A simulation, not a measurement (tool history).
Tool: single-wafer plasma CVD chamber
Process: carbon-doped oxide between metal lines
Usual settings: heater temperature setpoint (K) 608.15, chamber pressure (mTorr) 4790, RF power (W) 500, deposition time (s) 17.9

run	hour	heater temperature setpoint (K)	chamber pressure (mTorr)	RF power (W)	deposition time (s)	wafers since the last listed run	hours since the last thermocouple change	hours since the last RF generator calibration	hours since the last manometer calibration	hours since the showerhead was replaced	hours since the gauge calibration	read-back reference wafer on the same gauge, thickness_nm	mean film thickness on the monitor wafer (Å)
1	0.0	608.15	3870	500	17.9	0	2736.5	43.7	2185.1	6613.8	441.3	102.496	863.23
# hour 8.7: showerhead replaced
2	11.1	608.15	3870	500	17.9	63	2747.6	54.8	2196.2	2.4	452.4	102.488	866.06
3	24.3	608.15	4790	500	17.9	271	2760.8	68.0	2209.4	15.6	465.6	102.488	897.22
4	34.4	608.15	4790	500	17.9	208	2770.9	78.1	2219.5	25.7	475.7	102.457	900.38
# hour 55.7: thermocouple changed; heater temperature recalibrated
5	56.2	608.15	4790	540	17.9	284	0.5	99.9	2241.3	47.5	497.5	102.520	933.67
6	62.4	596.15	5120	455	14.5	127	6.7	106.1	2247.5	53.7	503.7	102.494	704.69
7	75.4	608.15	4790	500	17.9	267	19.7	119.1	2260.5	66.7	516.7	102.484	878.89
8	93.1	619.15	4790	550	17.9	364	37.4	136.8	2278.2	84.4	534.4	102.508	908.53
9	102.2	594.15	4360	430	17.9	187	46.5	145.9	2287.3	93.5	543.5	102.524	803.17
# hour 112.9: capacitance manometer re-zeroed and calibrated
10	145.9	608.15	4790	500	17.9	735	90.2	189.6	33.0	137.2	587.2	102.522	877.86
11	160.5	608.15	5480	500	17.9	300	104.8	204.2	47.6	151.8	601.8	102.496	898.89
12	175.0	620.15	4790	580	17.9	298	119.3	218.7	62.1	166.3	616.3	102.512	943.88
13	185.7	608.15	4790	500	17.9	220	130.0	229.4	72.8	177.0	627.0	102.511	877.16
14	197.7	608.15	4790	570	17.9	247	142.0	241.4	84.8	189.0	639.0	102.480	967.48
15	206.6	597.15	4790	500	20.1	183	150.9	250.3	93.7	197.9	647.9	102.511	1025.55
16	217.9	608.15	4790	595	14.6	232	162.2	261.6	105.0	209.2	659.2	102.542	817.21
17	232.2	620.15	4790	570	16.7	294	176.5	275.9	119.3	223.5	673.5	102.457	870.35
# hour 245.7: gauge calibrated
18	249.3	608.15	5540	575	21.0	352	193.6	293.0	136.4	240.6	3.6	102.526	1170.48
19	264.4	608.15	4790	500	17.9	311	208.7	308.1	151.5	255.7	18.7	102.477	874.28
20	271.5	623.15	4790	500	17.9	146	215.8	315.2	158.6	262.8	25.8	102.484	834.46
21	282.5	612.15	5120	500	14.3	226	226.8	326.2	169.6	273.8	36.8	102.511	699.95
22	297.9	617.15	4790	500	15.0	317	242.2	341.6	185.0	289.2	52.2	102.527	711.10
23	305.3	613.15	4790	500	17.9	152	249.6	349.0	192.4	296.6	59.6	102.510	861.64
24	314.2	608.15	3920	500	17.9	183	258.5	357.9	201.3	305.5	68.5	102.507	844.30
25	322.7	608.15	4790	500	17.9	175	267.0	366.4	209.8	314.0	77.0	102.477	876.82
26	329.5	593.15	4120	500	19.0	140	273.8	373.2	216.6	320.8	83.8	102.482	961.93
27	368.7	608.15	4790	500	16.5	807	313.0	412.4	255.8	360.0	123.0	102.543	809.35
28	375.3	608.15	4400	590	17.9	135	319.6	419.0	262.4	366.6	129.6	102.487	971.29

The same runs without the tool's hidden state, with the same run-to-run variation:
The hidden state here: wafer temperature above the value expected at the setpoint (K); delivered RF power above the setpoint (%); true pressure above the setpoint (%); gauge reads high (%).
run	mean film thickness on the monitor wafer (Å)
1	851.04
2	853.68
3	884.22
4	887.20
5	939.64
6	709.96
7	884.69
8	914.26
9	809.61
10	884.18
11	905.50
12	950.55
13	883.87
14	974.76
15	1033.89
16	823.58
17	877.14
18	1180.13
19	881.97
20	841.64
21	706.30
22	717.65
23	869.72
24	852.48
25	885.45
26	971.92
27	818.10
28	981.51
